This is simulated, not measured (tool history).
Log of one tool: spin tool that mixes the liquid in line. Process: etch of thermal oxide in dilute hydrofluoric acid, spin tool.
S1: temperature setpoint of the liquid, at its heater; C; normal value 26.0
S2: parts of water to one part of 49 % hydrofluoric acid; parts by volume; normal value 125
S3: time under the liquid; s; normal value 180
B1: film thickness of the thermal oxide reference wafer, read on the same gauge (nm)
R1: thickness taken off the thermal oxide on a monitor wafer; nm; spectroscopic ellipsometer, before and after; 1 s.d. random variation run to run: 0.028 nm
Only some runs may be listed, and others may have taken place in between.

{"run": 1, "hour": 0.0, "S1": 26.0, "S2": 125, "S3": 180, "B1": 40.0, "R1": 6.67}
{"hour": 11.4, "done": "hydrofluoric acid flow meter replaced"}
{"run": 2, "hour": 88.0, "S1": 26.0, "S2": 125, "S3": 180, "B1": 39.98, "R1": 6.96}
{"run": 3, "hour": 186.9, "S1": 26.0, "S2": 125, "S3": 180, "B1": 40.0, "R1": 6.88}
{"run": 4, "hour": 245.9, "S1": 26.0, "S2": 100, "S3": 180, "B1": 39.98, "R1": 8.86}
{"run": 5, "hour": 296.3, "S1": 26.0, "S2": 100, "S3": 180, "B1": 40.02, "R1": 8.97}
{"run": 6, "hour": 401.0, "S1": 26.0, "S2": 125, "S3": 180, "B1": 39.99, "R1": 6.89}
{"run": 7, "hour": 443.4, "S1": 26.0, "S2": 125, "S3": 180, "B1": 39.95, "R1": 6.8}
{"run": 8, "hour": 546.8, "S1": 25.0, "S2": 125, "S3": 180, "B1": 40.01, "R1": 6.55}
{"run": 9, "hour": 609.5, "S1": 26.0, "S2": 125, "S3": 180, "B1": 40.04, "R1": 6.77}
{"run": 10, "hour": 663.5, "S1": 26.0, "S2": 125, "S3": 180, "B1": 40.01, "R1": 6.75}
{"run": 11, "hour": 716.6, "S1": 26.0, "S2": 125, "S3": 180, "B1": 40.04, "R1": 6.79}
{"hour": 737.7, "done": "hydrofluoric acid flow meter replaced"}
{"hour": 766.0, "done": "thermometer replaced"}
{"run": 12, "hour": 773.7, "S1": 26.0, "S2": 80, "S3": 180, "B1": 39.98, "R1": 11.6}
{"hour": 789.7, "done": "gauge calibrated"}
{"run": 13, "hour": 850.8, "S1": 26.0, "S2": 125, "S3": 180, "B1": 39.97, "R1": 6.86}
{"run": 14, "hour": 963.0, "S1": 24.0, "S2": 110, "S3": 110, "B1": 39.98, "R1": 4.51}
{"run": 15, "hour": 1035.9, "S1": 30.5, "S2": 90, "S3": 180, "B1": 39.96, "R1": 11.81}
{"run": 16, "hour": 1102.7, "S1": 26.0, "S2": 125, "S3": 240, "B1": 39.98, "R1": 9.1}
{"run": 17, "hour": 1185.2, "S1": 26.0, "S2": 125, "S3": 235, "B1": 40.0, "R1": 8.93}
{"run": 18, "hour": 1244.7, "S1": 26.0, "S2": 125, "S3": 235, "B1": 39.97, "R1": 8.84}
{"run": 19, "hour": 1316.9, "S1": 26.0, "S2": 70, "S3": 230, "B1": 40.0, "R1": 16.67}
{"run": 20, "hour": 1391.8, "S1": 29.5, "S2": 150, "S3": 245, "B1": 40.02, "R1": 8.42}
{"run": 21, "hour": 1528.9, "S1": 27.5, "S2": 145, "S3": 90, "B1": 40.01, "R1": 2.98}
{"run": 22, "hour": 1600.6, "S1": 21.5, "S2": 70, "S3": 280, "B1": 40.01, "R1": 16.61}

Run-by-run hidden state of the tool:
liquid colder than its thermometer reads (K): 0 at every run
gauge reads high (%): 0 at every run
H1: hydrofluoric acid flow below the setpoint (%)
run=1 H1=3.47
run=2 H1=0.368
run=3 H1=0.753
run=4 H1=0.982
run=5 H1=1.18
run=6 H1=1.58
run=7 H1=1.75
run=8 H1=2.15
run=9 H1=2.39
run=10 H1=2.6
run=11 H1=2.81
run=12 H1=0.493
run=13 H1=0.792
run=14 H1=1.23
run=15 H1=1.51
run=16 H1=1.77
run=17 H1=2.09
run=18 H1=2.32
run=19 H1=2.6
run=20 H1=2.89
run=21 H1=3.43
run=22 H1=3.7
